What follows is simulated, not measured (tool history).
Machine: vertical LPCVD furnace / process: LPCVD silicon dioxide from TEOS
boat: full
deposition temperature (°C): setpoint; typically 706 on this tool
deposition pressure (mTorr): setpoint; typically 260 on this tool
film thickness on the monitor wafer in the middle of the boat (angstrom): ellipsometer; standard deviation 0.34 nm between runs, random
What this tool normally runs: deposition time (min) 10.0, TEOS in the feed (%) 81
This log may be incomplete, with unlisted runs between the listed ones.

run	hour	deposition temperature (°C)	deposition pressure (mTorr)	deposition time (min)	TEOS in the feed (%)	wafers since the last listed run	hours since the last temperature calibration	hours since the pressure gauge was zeroed	hours since the TEOS flow controller was replaced	hours since the gauge calibration	read-back reference wafer on the same gauge, thickness	film thickness on the monitor wafer in the middle of the boat (angstrom)
1	0.0	706	230	10.0	72	0	2800.5	3919.3	3467.4	924.3	70.01	730.7
2	25.8	706	240	10.0	81	453	2826.3	3945.1	3493.2	950.1	70.07	790.8
3	45.3	706	260	10.0	81	342	2845.8	3964.6	3512.7	969.6	70.02	828.1
4	66.0	706	260	10.0	81	363	2866.5	3985.3	3533.4	990.3	69.99	824.9
5	88.4	706	260	10.0	81	393	2888.9	4007.7	3555.8	1012.7	69.91	827.2
6	121.8	706	260	10.0	81	587	2922.3	4041.1	3589.2	1046.1	69.95	820.7
7	155.5	706	260	10.0	81	592	2956.0	4074.8	3622.9	1079.8	69.98	826.7
# hour 191.4: thermocouples replaced and temperature profile calibrated
8	191.9	712	260	10.0	81	217	0.5	4111.2	3659.3	1116.2	69.97	940.3
9	200.4	712	260	10.0	81	149	9.0	4119.7	3667.8	1124.7	69.98	947.2
10	226.7	697	260	12.5	81	462	35.3	4146.0	3694.1	1151.0	69.93	837.7
11	258.4	706	260	10.0	94	557	67.0	4177.7	3725.8	1182.7	70.05	891.3
# hour 264.5: gauge calibrated
# hour 300.5: pressure gauge zeroed
# hour 307.4: TEOS flow controller replaced
12	307.9	709	200	10.0	81	327	116.5	7.4	0.5	43.4	70.04	772.8
13	318.2	714	260	10.0	65	181	126.8	17.7	10.8	53.7	70.01	890.0
14	335.5	710	290	10.0	81	304	144.1	35.0	28.1	71.0	70.08	953.1
15	350.0	706	315	10.0	81	254	158.6	49.5	42.6	85.5	70.01	914.8
16	373.7	706	210	10.0	81	416	182.3	73.2	66.3	109.2	69.98	744.2
17	407.9	695	260	10.0	81	601	216.5	107.4	100.5	143.4	70.02	637.5
18	425.9	711	290	13.5	81	316	234.5	125.4	118.5	161.4	70.03	1330.0
19	444.4	694	245	13.5	81	325	253.0	143.9	137.0	179.9	70.07	823.0
20	524.5	706	260	10.0	70	1407	333.1	224.0	217.1	260.0	70.09	768.7
21	551.4	706	260	10.0	95	472	360.0	250.9	244.0	286.9	70.00	891.5
22	574.1	706	260	10.0	81	399	382.7	273.6	266.7	309.6	69.96	822.0
23	601.7	701	285	14.0	81	485	410.3	301.2	294.3	337.2	69.91	1076.0
24	631.8	718	285	10.0	81	529	440.4	331.3	324.4	367.3	70.01	1132.2
25	655.6	706	260	10.0	81	418	464.2	355.1	348.2	391.1	70.00	827.4
26	688.0	706	260	10.0	81	569	496.6	387.5	380.6	423.5	70.01	825.8
27	723.5	696	260	10.0	81	624	532.1	423.0	416.1	459.0	70.00	653.8
28	756.0	706	260	10.0	81	571	564.6	455.5	448.6	491.5	69.99	819.3
29	782.7	706	260	10.0	81	469	591.3	482.2	475.3	518.2	69.92	824.4
30	812.9	713	285	10.0	75	530	621.5	512.4	505.5	548.4	69.96	978.7
31	841.7	712	260	10.0	69	506	650.3	541.2	534.3	577.2	70.04	869.8

Branching from run 31: 4 alternative next runs. What would each branch give?
A	845.6	706	260	10.0	81	68	654.2	545.1	538.2	581.1	?	?
B	845.6	706	260	10.0	92	68	654.2	545.1	538.2	581.1	?	?
C	845.6	706	260	13.0	81	68	654.2	545.1	538.2	581.1	?	?
D	845.6	700	300	13.0	86	68	654.2	545.1	538.2	581.1	?	?

run	read-back reference wafer on the same gauge, thickness	film thickness on the monitor wafer in the middle of the boat (angstrom)
A	70.01	822.5
B	70.01	876.5
C	70.01	1069.2
D	70.01	1030.2
Without the tool's hidden state the same runs would have given:
run	film thickness on the monitor wafer in the middle of the boat (angstrom)
A	822.5
B	876.5
C	1069.2
D	1030.2
